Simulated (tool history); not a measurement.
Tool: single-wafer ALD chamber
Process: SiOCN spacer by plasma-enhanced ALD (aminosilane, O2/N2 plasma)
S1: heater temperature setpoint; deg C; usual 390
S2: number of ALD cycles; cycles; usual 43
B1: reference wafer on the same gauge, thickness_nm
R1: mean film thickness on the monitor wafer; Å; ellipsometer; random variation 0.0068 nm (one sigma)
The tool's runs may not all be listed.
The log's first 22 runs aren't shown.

run   hour   S1  S2     B1     R1
     525.3  -- thermocouple changed; heater temperature recalibrated
 23  525.8  396  38  3.062  24.52
 24  541.2  390  43  3.064   27.7
     562.3  -- gauge calibrated
 25  564.2  378  48  3.004  30.41
 26  597.4  390  43  3.009  27.14
 27  616.9  398  43  3.012  27.38
 28  639.1  390  43  3.018  27.38
 29  669.6  402  40  3.023  25.39
 30  695.2  385  36  3.027  22.99
 31  710.3  390  49  3.029  31.23
 32  724.2  404  48  3.029  30.29

Forecast each of these 5 alternatives for the next run:
  A  724.7  390  43   ?   ?
  B  724.7  390  40   ?   ?
  C  724.7  376  38   ?   ?
  D  724.7  403  43   ?   ?
  E  724.7  384  46   ?   ?

run     B1     R1
  A  3.028  27.48
  B  3.028  25.57
  C  3.028  24.29
  D  3.028  27.36
  E  3.028   29.4
Without the tool's hidden state the same runs would have given:
run     R1
  A  27.22
  B  25.32
  C  24.05
  D   27.1
  E  29.12
